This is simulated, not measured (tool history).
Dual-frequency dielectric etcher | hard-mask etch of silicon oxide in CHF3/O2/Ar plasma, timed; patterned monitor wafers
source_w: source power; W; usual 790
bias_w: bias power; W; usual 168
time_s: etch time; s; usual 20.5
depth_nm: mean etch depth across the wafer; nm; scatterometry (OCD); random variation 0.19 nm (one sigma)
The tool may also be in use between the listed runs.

run	day	source_w	bias_w	time_s	read-back reference wafer on the same gauge, depth_nm	depth_nm
1	0.000	790	168	20.5	50.34	43.49
2	1.125	790	168	20.5	50.31	43.31
3	1.692	790	168	20.5	50.24	43.55
4	2.646	790	168	20.5	50.25	43.27
5	3.533	790	168	20.5	50.16	43.27
6	4.221	790	168	20.5	50.17	43.32
7	4.812	790	168	20.5	50.12	43.12
8	5.558	790	168	20.5	50.05	43.04
9	6.833	790	168	20.5	50.02	43.24
10	7.408	790	168	20.5	50.00	43.09
11	8.200	790	168	20.5	50.01	43.16
12	9.108	790	168	20.5	49.90	43.20
13	10.483	790	168	25.5	49.84	53.56
14	11.200	790	168	20.5	49.83	43.45
# day 12.183: source power generator calibrated
# day 13.267: upper electrode replaced
15	13.288	790	168	20.5	49.72	42.70
16	13.304	790	168	20.5	49.72	43.08
17	14.000	710	168	22.5	49.69	44.19
18	15.008	790	168	23.0	49.61	48.12
# day 16.108: wet clean of the chamber
19	16.129	620	149	20.5	49.59	34.52
# day 16.571: gauge calibrated
# day 16.608: bias power generator calibrated
20	16.783	870	168	20.5	50.77	46.52
21	17.471	790	168	20.5	50.74	43.38
22	18.150	960	127	20.5	50.69	42.17
23	19.567	790	168	20.5	50.64	43.71
24	20.071	650	131	14.5	50.60	24.05
25	21.229	790	168	20.5	50.52	43.63
26	22.138	790	168	16.5	50.50	35.08
27	23.292	950	128	17.5	50.41	35.78
28	24.288	790	205	20.5	50.42	48.08

Measured less the same run without the tool's hidden state. The same run-to-run variation is in both; the gauge's scatter may not be:
The hidden state here: etch rate over this chamber's usual, %; source power that arrives over what is set, %; bias power that arrives over what is set, %; gauge reads high (%).
run	depth_nm
1	-0.29
2	-0.34
3	-0.37
4	-0.40
5	-0.44
6	-0.47
7	-0.49
8	-0.53
9	-0.58
10	-0.61
11	-0.64
12	-0.68
13	-0.92
14	-0.77
15	-0.84
16	-0.85
17	-0.90
18	-1.03
19	-0.78
20	+0.06
21	+0.02
22	+0.00
23	-0.06
24	-0.05
25	-0.14
26	-0.14
27	-0.18
28	-0.29
